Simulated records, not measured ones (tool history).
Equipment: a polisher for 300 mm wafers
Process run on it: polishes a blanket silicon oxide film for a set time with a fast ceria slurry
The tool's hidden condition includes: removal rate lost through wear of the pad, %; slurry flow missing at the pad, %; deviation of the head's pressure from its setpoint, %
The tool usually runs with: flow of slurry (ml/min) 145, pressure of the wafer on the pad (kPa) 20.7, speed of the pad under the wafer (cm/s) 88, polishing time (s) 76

run	hour	flow of slurry (ml/min)	pressure of the wafer on the pad (kPa)	speed of the pad under the wafer (cm/s)	polishing time (s)	wafers since the last listed run	wafers polished on this pad	hours since the slurry nozzle was cleaned	hours since the head pressure was calibrated	incoming thickness of the incoming film, nm	film removed (nm)
1	0.0	145	24.1	88	64	0	1464	294.1	188.0	3861.0	873.2
# hour 15.4: worn pad replaced by a new one
2	31.1	145	20.7	88	83	219	127	325.2	219.1	3900.5	983.6
3	63.4	145	20.7	88	83	261	388	357.5	251.4	3923.8	991.9
4	84.4	145	20.7	88	83	170	558	378.5	272.4	3835.2	995.9
5	109.8	145	20.7	88	76	205	764	403.9	297.8	3910.4	895.3
6	133.9	145	20.7	88	76	195	959	428.0	321.9	3803.5	895.4
7	156.3	180	20.7	88	76	181	1141	450.4	344.3	3898.4	933.6
8	191.0	180	20.7	88	76	281	1422	485.1	379.0	3907.1	939.1
# hour 225.9: worn pad replaced by a new one
9	226.4	180	20.7	88	76	254	4	520.5	414.4	3852.7	933.0
# hour 244.9: head pressure recalibrated
10	307.5	145	20.7	88	76	640	644	601.6	62.6	3829.9	898.5
11	324.7	145	20.7	88	76	139	784	618.8	79.8	3902.0	904.0
12	381.5	145	20.7	88	76	460	1244	675.6	136.6	3851.0	898.9
13	415.6	145	20.7	88	76	276	1520	709.7	170.7	3882.9	915.7
14	431.4	145	20.7	88	76	127	1648	725.5	186.5	3906.4	891.7
# hour 436.9: worn pad replaced by a new one
15	450.4	145	20.7	88	76	121	109	744.5	205.5	3868.5	910.1
16	473.2	145	20.7	88	76	184	294	767.3	228.3	3831.3	896.0
17	490.6	175	20.7	88	76	140	435	784.7	245.7	3864.3	925.6
18	514.7	145	25.5	88	76	195	630	808.8	269.8	3941.6	1110.2
19	548.1	195	20.7	88	84	270	901	842.2	303.2	3858.1	1050.5
20	580.5	180	20.7	88	76	262	1163	874.6	335.6	3882.1	931.8
21	606.2	145	20.7	88	76	208	1371	900.3	361.3	3922.2	891.6
# hour 626.7: worn pad replaced by a new one
22	627.2	175	20.7	88	76	137	3	921.3	382.3	3840.1	937.6
23	637.4	175	20.7	98	76	82	86	931.5	392.5	3825.6	1051.2
# hour 648.7: head pressure recalibrated
24	665.8	105	18.6	102	95	213	300	959.9	17.1	3922.8	1085.7
25	684.3	145	17.9	88	76	149	450	978.4	35.6	3899.9	772.7
26	705.0	145	15.2	88	62	167	617	999.1	56.3	3936.9	539.4
# hour 715.6: slurry nozzle cleaned
27	727.2	145	20.7	104	76	171	789	11.6	78.5	3876.9	1064.4
28	761.2	145	20.7	88	76	275	1064	45.6	112.5	3824.3	920.2
# hour 791.0: worn pad replaced by a new one
29	791.5	145	20.7	88	91	213	4	75.9	142.8	3895.1	1100.2
30	809.3	145	20.7	88	76	144	148	93.7	160.6	3860.1	881.1
31	833.4	180	20.7	88	76	195	343	117.8	184.7	3887.8	948.0
32	848.8	145	22.8	108	76	124	468	133.2	200.1	3883.6	1199.2
33	879.0	160	16.5	106	59	244	713	163.4	230.3	3856.6	689.9
34	913.2	180	18.6	88	76	277	990	197.6	264.5	3872.3	845.8
35	929.6	145	15.9	112	76	132	1122	214.0	280.9	3855.6	881.8
36	947.5	145	20.7	88	76	144	1267	231.9	298.8	3882.4	899.2

Describe how what the log doesn't record of the tool's condition differs between the last listed run preceding each entry between runs and the first listed run following it.
After run 1, before run 2: worn pad replaced by a new one (hour 15.4)
  both runs share identical hidden conditions
After run 8, before run 9: worn pad replaced by a new one (hour 225.9)
  both runs share identical hidden conditions
After run 9, before run 10: head pressure recalibrated (hour 244.9)
  both runs share identical hidden conditions
After run 14, before run 15: worn pad replaced by a new one (hour 436.9)
  both runs share identical hidden conditions
After run 21, before run 22: worn pad replaced by a new one (hour 626.7)
  both runs share identical hidden conditions
After run 23, before run 24: head pressure recalibrated (hour 648.7)
  both runs share identical hidden conditions
After run 26, before run 27: slurry nozzle cleaned (hour 715.6)
  both runs share identical hidden conditions
After run 28, before run 29: worn pad replaced by a new one (hour 791.0)
  both runs share identical hidden conditions
